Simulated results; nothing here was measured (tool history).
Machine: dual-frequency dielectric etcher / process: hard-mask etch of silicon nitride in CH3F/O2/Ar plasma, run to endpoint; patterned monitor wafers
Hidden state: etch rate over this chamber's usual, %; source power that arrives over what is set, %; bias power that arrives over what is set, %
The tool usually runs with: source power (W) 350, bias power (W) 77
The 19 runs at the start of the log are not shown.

| run | hour | source power (W) | bias power (W) | wafers since the last listed run | hours since the last wet clean | hours since the last source power generator calibration | hours since the last bias power generator calibration | hours since the last upper electrode change | incoming incoming film thickness, nm | endpoint time (s) |
|---|---|---|---|---|---|---|---|---|---|---|
| 20 | 969.4 | 320 | 63 | 414 | 177.6 | 342.4 | 175.2 | 179.2 | 41.69 | 72.6 |
| 21 | 1031.2 | 350 | 94 | 512 | 239.4 | 404.2 | 237.0 | 241.0 | 41.79 | 56.6 |
| 22 | 1065.5 | 350 | 77 | 284 | 273.7 | 438.5 | 271.3 | 275.3 | 41.56 | 62.0 |
|  | 1112.2 | wet clean of the chamber |
| 23 | 1112.7 | 380 | 63 | 192 | 0.5 | 485.7 | 318.5 | 322.5 | 41.69 | 65.4 |
| 24 | 1145.4 | 350 | 71 | 271 | 33.2 | 518.4 | 351.2 | 355.2 | 41.95 | 64.8 |
| 25 | 1190.4 | 350 | 60 | 373 | 78.2 | 563.4 | 396.2 | 400.2 | 41.87 | 69.9 |
| 26 | 1237.2 | 350 | 77 | 388 | 125.0 | 610.2 | 443.0 | 447.0 | 41.06 | 61.1 |
| 27 | 1304.1 | 280 | 63 | 555 | 191.9 | 677.1 | 509.9 | 513.9 | 42.11 | 79.2 |
| 28 | 1333.2 | 300 | 71 | 241 | 221.0 | 706.2 | 539.0 | 543.0 | 41.70 | 71.2 |
| 29 | 1394.1 | 350 | 91 | 505 | 281.9 | 767.1 | 599.9 | 603.9 | 42.02 | 58.0 |
|  | 1483.8 | wet clean of the chamber |
| 30 | 1537.9 | 350 | 86 | 994 | 54.1 | 910.9 | 743.7 | 747.7 | 41.39 | 58.2 |
| 31 | 1581.8 | 280 | 77 | 364 | 98.0 | 954.8 | 787.6 | 791.6 | 41.55 | 71.4 |
| 32 | 1642.7 | 350 | 77 | 505 | 158.9 | 1015.7 | 848.5 | 852.5 | 41.42 | 61.5 |

Predict each of these 4 candidate next runs independently; none follows another, all start after run 32:
| A | 1643.1 | 430 | 77 | 3 | 159.3 | 1016.1 | 848.9 | 852.9 | 41.60 | ? |
| B | 1643.1 | 370 | 77 | 3 | 159.3 | 1016.1 | 848.9 | 852.9 | 41.60 | ? |
| C | 1643.1 | 410 | 95 | 3 | 159.3 | 1016.1 | 848.9 | 852.9 | 41.60 | ? |
| D | 1643.1 | 400 | 88 | 3 | 159.3 | 1016.1 | 848.9 | 852.9 | 41.60 | ? |

| run | endpoint time (s) |
|---|---|
| A | 54.9 |
| B | 59.8 |
| C | 51.2 |
| D | 53.8 |
The same runs, with their run-to-run variation unchanged, on a tool lacking any hidden condition would have given:
| run | endpoint time (s) |
|---|---|
| A | 55.2 |
| B | 60.1 |
| C | 51.5 |
| D | 54.1 |
